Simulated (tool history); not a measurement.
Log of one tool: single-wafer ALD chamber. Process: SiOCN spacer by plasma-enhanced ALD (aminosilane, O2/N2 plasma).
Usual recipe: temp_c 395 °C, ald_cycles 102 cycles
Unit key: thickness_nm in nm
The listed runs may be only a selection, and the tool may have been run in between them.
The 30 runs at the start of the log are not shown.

run	hour	temp_c	ald_cycles	wafers since the last listed run	hours since the last thermocouple change	hours since the gauge calibration	read-back reference wafer on the same gauge, thickness_nm	thickness_nm
31	744.6	395	102	60	193	549.9	6.538	6.025
32	766.8	395	84	44	215.2	572.1	6.533	4.978
33	799.5	406	112	65	247.9	604.8	6.526	6.451
34	822.9	408	92	46	271.3	628.2	6.523	5.298
35	837.6	391	86	29	286	642.9	6.512	5.064
36	849.7	405	118	24	298.1	655	6.515	6.84
37	867.9	395	102	36	316.3	673.2	6.511	5.999
# hour 886.8: gauge calibrated
38	894.1	380	107	52	342.5	7.3	6.684	6.481
39	992.1	395	102	194	440.5	105.3	6.657	6.146
40	1007.3	404	110	30	455.7	120.5	6.652	6.515
41	1024.5	403	91	34	472.9	137.7	6.648	5.4
42	1049.4	395	102	49	497.8	162.6	6.645	6.128
43	1077	380	107	54	525.4	190.2	6.638	6.419
44	1101.5	395	102	48	549.9	214.7	6.634	6.128
45	1117.3	395	83	31	565.7	230.5	6.633	4.964
46	1143.1	383	89	51	591.5	256.3	6.623	5.314
47	1164.6	395	102	42	613	277.8	6.618	6.109

Each row is a separate what-if for the run after 47, all from the same tool condition, not one after another. Results?
A	1165.2	395	102	1	613.6	278.4	?	?
B	1165.2	388	121	1	613.6	278.4	?	?
C	1165.2	387	102	1	613.6	278.4	?	?

run	read-back reference wafer on the same gauge, thickness_nm	thickness_nm
A	6.619	6.094
B	6.619	7.23
C	6.619	6.094
What these runs would have given with no unlogged condition in the tool:
run	thickness_nm
A	6.133
B	7.275
C	6.133
